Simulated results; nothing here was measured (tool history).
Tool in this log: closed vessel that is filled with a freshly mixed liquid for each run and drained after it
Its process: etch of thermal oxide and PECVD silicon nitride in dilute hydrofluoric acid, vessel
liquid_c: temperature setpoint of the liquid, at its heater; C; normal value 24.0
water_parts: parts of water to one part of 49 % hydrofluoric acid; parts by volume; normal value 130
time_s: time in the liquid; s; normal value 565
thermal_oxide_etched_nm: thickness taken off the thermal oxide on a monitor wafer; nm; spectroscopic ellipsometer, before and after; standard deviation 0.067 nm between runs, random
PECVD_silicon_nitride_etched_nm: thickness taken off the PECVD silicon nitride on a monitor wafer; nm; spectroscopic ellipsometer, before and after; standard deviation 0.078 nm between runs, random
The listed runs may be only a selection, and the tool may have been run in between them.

run     day  liquid_c  water_parts  time_s  wafers since the last listed run  hours since the thermometer was replaced  hours since the hydrofluoric acid flow meter was replaced  hours since the gauge calibration  read-back film thickness of the thermal oxide reference wafer, read on the same gauge (nm)  read-back film thickness of the PECVD silicon nitride reference wafer, read on the same gauge (nm)  thermal_oxide_etched_nm  PECVD_silicon_nitride_etched_nm
  1   0.000      24.0          130     565                                 0                                    1541.3                                                     2047.3                              150.9                                                                                       89.99                                                                                               79.98                    17.27                             7.72
  2   0.475      24.0          130     565                              1023                                    1552.7                                                     2058.7                              162.3                                                                                       89.98                                                                                               79.98                    17.26                             7.72
  3   1.112      24.0          130     565                              1373                                    1568.0                                                     2074.0                              177.6                                                                                       90.00                                                                                               80.00                    17.29                             7.82
  4   2.383      24.0          130     565                              2738                                    1598.5                                                     2104.5                              208.1                                                                                       90.01                                                                                               79.96                    17.23                             7.71
  5   2.938      24.0          130     565                              1194                                    1611.8                                                     2117.8                              221.4                                                                                       90.02                                                                                               79.99                    17.12                             7.60
  6   3.242      24.0          115     420                               655                                    1619.1                                                     2125.1                              228.7                                                                                       90.01                                                                                               79.97                    14.75                             6.43
  7   3.508      24.0          115     420                               574                                    1625.5                                                     2131.5                              235.1                                                                                       89.99                                                                                               79.97                    14.68                             6.43
  8   3.821      24.0          115     420                               673                                    1633.0                                                     2139.0                              242.6                                                                                       90.00                                                                                               80.01                    14.60                             6.43
  9   4.404      24.0          130     565                              1257                                    1647.0                                                     2153.0                              256.6                                                                                       89.98                                                                                               80.03                    17.21                             7.69
 10   4.992      24.0          130     565                              1266                                    1661.1                                                     2167.1                              270.7                                                                                       90.00                                                                                               80.03                    17.04                             7.62
 11   5.612      24.0          130     565                              1337                                    1676.0                                                     2182.0                              285.6                                                                                       90.00                                                                                               79.99                    16.98                             7.66
 12   6.067      24.0          130     565                               978                                    1686.9                                                     2192.9                              296.5                                                                                       90.00                                                                                               80.04                    17.13                             7.72
 13   6.738      24.0          165     565                              1445                                    1703.0                                                     2209.0                              312.6                                                                                       90.01                                                                                               79.93                    12.91                             6.16
 14   7.208      24.0          130     565                              1014                                    1714.3                                                     2220.3                              323.9                                                                                       89.98                                                                                               79.98                    17.14                             7.59
 15   7.933      21.0          130     565                              1562                                    1731.7                                                     2237.7                              341.3                                                                                       90.00                                                                                               80.02                    15.17                             6.19
      8.150  -- thermometer replaced
 16   8.621      24.0          130     565                              1391                                      11.3                                                     2254.2                              357.8                                                                                       90.01                                                                                               79.96                    18.47                             8.74
 17   9.033      22.5           65     565                               888                                      21.2                                                     2264.1                              367.7                                                                                       90.01                                                                                               79.96                    37.93                            15.73
      9.417  -- hydrofluoric acid flow meter replaced
 18   9.542      24.0          165     565                              1005                                      33.4                                                        3.0                              379.9                                                                                       90.00                                                                                               79.99                    13.92                             6.85
 19  10.162      24.0          130     275                              1337                                      48.3                                                       17.9                              394.8                                                                                       90.01                                                                                               80.00                     8.99                             4.21
 20  10.708      29.0          130     820                              1176                                      61.4                                                       31.0                              407.9                                                                                       90.00                                                                                               80.04                    32.17                            17.41
 21  11.371      20.0          150     240                              1427                                      77.3                                                       46.9                              423.8                                                                                       89.99                                                                                               80.02                     5.65                             2.42
 22  11.921      27.0          190     290                              1185                                      90.5                                                       60.1                              437.0                                                                                       89.97                                                                                               80.02                     6.73                             3.66
 23  12.592      24.0          180     660                              1445                                     106.6                                                       76.2                              453.1                                                                                       90.01                                                                                               80.00                    14.67                             7.39
     12.621  -- gauge calibrated
 24  14.446      24.0          105     870                              3995                                     151.1                                                      120.7                               43.8                                                                                       90.00                                                                                               79.98                    36.26                            16.33
 25  15.188      20.0          195     840                              1598                                     168.9                                                      138.5                               61.6                                                                                       90.00                                                                                               80.03                    14.63                             6.66
 26  16.683      29.0          130     820                              3223                                     204.8                                                      174.4                               97.5                                                                                       89.99                                                                                               80.00                    32.43                            16.98

Predict each of these 4 candidate next runs independently; none follows another, all start after run 26:
  A  16.717      24.0          130     565                                71                                     205.6                                                      175.2                               98.3                                                                                           ?                                                                                                   ?                        ?                                ?
  B  16.717      24.0          155     460                                71                                     205.6                                                      175.2                               98.3                                                                                           ?                                                                                                   ?                        ?                                ?
  C  16.717      24.0          130     335                                71                                     205.6                                                      175.2                               98.3                                                                                           ?                                                                                                   ?                        ?                                ?
  D  16.717      27.0          190     565                                71                                     205.6                                                      175.2                               98.3                                                                                           ?                                                                                                   ?                        ?                                ?

run  read-back film thickness of the thermal oxide reference wafer, read on the same gauge (nm)  read-back film thickness of the PECVD silicon nitride reference wafer, read on the same gauge (nm)  thermal_oxide_etched_nm  PECVD_silicon_nitride_etched_nm
  A                                                                                       90.00                                                                                               79.99                    18.31                             8.45
  B                                                                                       90.00                                                                                               79.99                    12.15                             5.78
  C                                                                                       90.00                                                                                               79.99                    10.86                             5.01
  D                                                                                       90.00                                                                                               79.99                    13.09                             7.01
The same runs, with their run-to-run variation unchanged, on a tool lacking any hidden condition would have given:
run  thermal_oxide_etched_nm  PECVD_silicon_nitride_etched_nm
  A                    18.71                             8.75
  B                    12.41                             5.99
  C                    11.09                             5.19
  D                    13.35                             7.26
